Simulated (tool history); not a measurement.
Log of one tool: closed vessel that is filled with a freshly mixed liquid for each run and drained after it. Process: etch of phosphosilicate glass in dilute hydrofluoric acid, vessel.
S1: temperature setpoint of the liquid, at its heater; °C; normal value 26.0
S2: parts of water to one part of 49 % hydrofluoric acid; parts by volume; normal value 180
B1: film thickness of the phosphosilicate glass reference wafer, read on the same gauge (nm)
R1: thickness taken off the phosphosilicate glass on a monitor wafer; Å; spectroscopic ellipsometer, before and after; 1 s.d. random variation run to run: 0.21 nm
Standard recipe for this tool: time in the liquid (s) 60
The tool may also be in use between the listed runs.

run 1 hour=0.0 | S1=26.0 S2=180 time_in_the_liquid_(s)=60 | B1=80.01 | R1=276.9
run 2 hour=28.6 | S1=26.0 S2=180 time_in_the_liquid_(s)=60 | B1=80.00 | R1=274.3
run 3 hour=48.9 | S1=26.0 S2=180 time_in_the_liquid_(s)=60 | B1=80.04 | R1=277.4
run 4 hour=75.3 | S1=26.0 S2=180 time_in_the_liquid_(s)=45 | B1=80.00 | R1=207.6
run 5 hour=108.1 | S1=26.0 S2=180 time_in_the_liquid_(s)=45 | B1=80.02 | R1=213.5
run 6 hour=139.8 | S1=26.0 S2=180 time_in_the_liquid_(s)=45 | B1=80.00 | R1=207.4
run 7 hour=174.6 | S1=26.0 S2=250 time_in_the_liquid_(s)=60 | B1=80.01 | R1=186.2
run 8 hour=202.2 | S1=26.0 S2=180 time_in_the_liquid_(s)=60 | B1=80.02 | R1=283.3
run 9 hour=234.7 | S1=26.0 S2=180 time_in_the_liquid_(s)=60 | B1=80.00 | R1=283.0
-- hour=241.3 hydrofluoric acid flow meter replaced
run 10 hour=257.7 | S1=26.0 S2=180 time_in_the_liquid_(s)=60 | B1=79.96 | R1=264.9
run 11 hour=270.4 | S1=26.0 S2=180 time_in_the_liquid_(s)=85 | B1=79.99 | R1=372.9
run 12 hour=289.0 | S1=26.0 S2=180 time_in_the_liquid_(s)=60 | B1=80.01 | R1=264.3
run 13 hour=317.1 | S1=26.0 S2=105 time_in_the_liquid_(s)=60 | B1=79.99 | R1=497.8
run 14 hour=350.0 | S1=26.0 S2=180 time_in_the_liquid_(s)=60 | B1=80.00 | R1=268.1
run 15 hour=367.9 | S1=26.0 S2=130 time_in_the_liquid_(s)=60 | B1=80.02 | R1=395.5
run 16 hour=393.9 | S1=26.0 S2=180 time_in_the_liquid_(s)=60 | B1=80.03 | R1=266.4
run 17 hour=414.5 | S1=26.0 S2=255 time_in_the_liquid_(s)=60 | B1=79.99 | R1=175.0
run 18 hour=443.3 | S1=26.0 S2=180 time_in_the_liquid_(s)=60 | B1=79.98 | R1=265.7
run 19 hour=467.9 | S1=26.0 S2=180 time_in_the_liquid_(s)=60 | B1=79.99 | R1=266.2
-- hour=473.2 thermometer replaced
run 20 hour=482.8 | S1=26.0 S2=180 time_in_the_liquid_(s)=60 | B1=80.00 | R1=255.2
-- hour=494.8 gauge calibrated
run 21 hour=514.4 | S1=21.0 S2=265 time_in_the_liquid_(s)=60 | B1=80.00 | R1=130.7
run 22 hour=548.1 | S1=31.0 S2=180 time_in_the_liquid_(s)=60 | B1=80.01 | R1=308.8
run 23 hour=632.2 | S1=31.0 S2=95 time_in_the_liquid_(s)=60 | B1=79.98 | R1=668.6
run 24 hour=662.7 | S1=26.0 S2=180 time_in_the_liquid_(s)=60 | B1=80.00 | R1=258.9
run 25 hour=676.3 | S1=26.0 S2=180 time_in_the_liquid_(s)=50 | B1=79.99 | R1=221.2
run 26 hour=691.3 | S1=23.5 S2=210 time_in_the_liquid_(s)=45 | B1=79.99 | R1=149.7
run 27 hour=787.3 | S1=26.0 S2=180 time_in_the_liquid_(s)=60 | B1=79.99 | R1=264.0
run 28 hour=866.0 | S1=24.5 S2=215 time_in_the_liquid_(s)=70 | B1=79.96 | R1=237.7
run 29 hour=892.8 | S1=26.0 S2=180 time_in_the_liquid_(s)=35 | B1=80.00 | R1=157.4
run 30 hour=924.5 | S1=23.0 S2=180 time_in_the_liquid_(s)=90 | B1=80.01 | R1=364.3
run 31 hour=959.4 | S1=22.5 S2=110 time_in_the_liquid_(s)=60 | B1=79.98 | R1=423.7

Alternative continuations, all from the tool just after run 31; predict every row:
run A hour=960.1 | S1=26.0 S2=180 time_in_the_liquid_(s)=60 | B1=? | R1=?
run B hour=960.1 | S1=27.5 S2=180 time_in_the_liquid_(s)=35 | B1=? | R1=?
run C hour=960.1 | S1=28.0 S2=180 time_in_the_liquid_(s)=60 | B1=? | R1=?
run D hour=960.1 | S1=26.0 S2=95 time_in_the_liquid_(s)=85 | B1=? | R1=?
run E hour=960.1 | S1=26.0 S2=235 time_in_the_liquid_(s)=30 | B1=? | R1=?

run=A B1=80.02 R1=274.3
run=B B1=80.02 R1=168.9
run=C B1=80.02 R1=294.7
run=D B1=80.02 R1=816.3
run=E B1=80.02 R1=98.8
Without the tool's unlogged condition, the same runs would have read:
run=A R1=253.4
run=B R1=156.1
run=C R1=272.5
run=D R1=754.5
run=E R1=91.3

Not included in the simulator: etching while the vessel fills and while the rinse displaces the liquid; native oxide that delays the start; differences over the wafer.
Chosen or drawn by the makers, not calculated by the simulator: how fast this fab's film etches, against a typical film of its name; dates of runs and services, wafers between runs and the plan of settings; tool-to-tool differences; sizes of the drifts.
